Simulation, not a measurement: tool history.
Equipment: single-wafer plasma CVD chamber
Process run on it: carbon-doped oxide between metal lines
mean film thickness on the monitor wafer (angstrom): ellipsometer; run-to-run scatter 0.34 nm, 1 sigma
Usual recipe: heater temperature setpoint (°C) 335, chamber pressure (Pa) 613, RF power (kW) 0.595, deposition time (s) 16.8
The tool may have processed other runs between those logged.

run	hour	heater temperature setpoint (°C)	chamber pressure (Pa)	RF power (kW)	deposition time (s)	read-back reference wafer on the same gauge, thickness_nm	mean film thickness on the monitor wafer (angstrom)
1	0	335	613	0.595	16.8	81.307	959.49
2	61.2	335	613	0.595	16.8	81.3	954.86
3	97.4	335	613	0.595	16.8	81.375	954.6
4	154.5	335	731	0.595	16.8	81.31	966.65
5	209.6	335	731	0.595	16.8	81.333	962.28
6	275.5	335	731	0.595	16.8	81.345	956.4
7	330.9	335	613	0.595	16.8	81.344	952.27
# hour 350.5: thermocouple changed; heater temperature recalibrated
8	368	335	613	0.595	16.8	81.224	948.56
9	434.8	335	613	0.595	16.8	81.276	944.81
# hour 448.5: gauge calibrated
# hour 475.4: showerhead replaced
10	499	335	613	0.595	16.8	81.32	946.84
11	531.5	335	613	0.595	16.8	81.34	943.31
12	581.9	335	613	0.595	13.7	81.323	773.44
13	619.7	345	613	0.595	15.7	81.377	851.21
14	665.5	335	613	0.595	19.5	81.198	1089.77
15	737.8	350	613	0.595	18.4	81.244	981.3
# hour 775.4: capacitance manometer re-zeroed and calibrated
16	775.9	343	720	0.665	18.7	81.276	1088.85
17	806.3	339	656	0.595	16.8	81.388	928.97
18	870.9	329	664	0.51	17.7	81.249	937.4
# hour 905.3: RF generator calibrated
19	905.8	335	613	0.595	16.8	81.228	981.46
20	946	335	731	0.595	16.8	81.219	995.26
21	1014.9	335	613	0.525	16.8	81.256	915.18
22	1086.6	335	613	0.595	16.8	81.274	978.66
23	1141	335	613	0.595	16.8	81.313	973.37

Alternative continuations, all from the tool just after run 23; predict every row:
A	1141.4	335	613	0.69	16.8	?	?
B	1141.4	323	613	0.69	16.8	?	?
C	1141.4	328	743	0.595	19.6	?	?
D	1141.4	347	560	0.595	16.8	?	?

run	read-back reference wafer on the same gauge, thickness_nm	mean film thickness on the monitor wafer (angstrom)
A	81.286	1054.75
B	81.286	1107.1
C	81.286	1185.48
D	81.286	930.13
Stripped of hidden state, with their random variation kept, the same runs would have yielded:
run	mean film thickness on the monitor wafer (angstrom)
A	1061.35
B	1114.03
C	1193.06
D	936.07
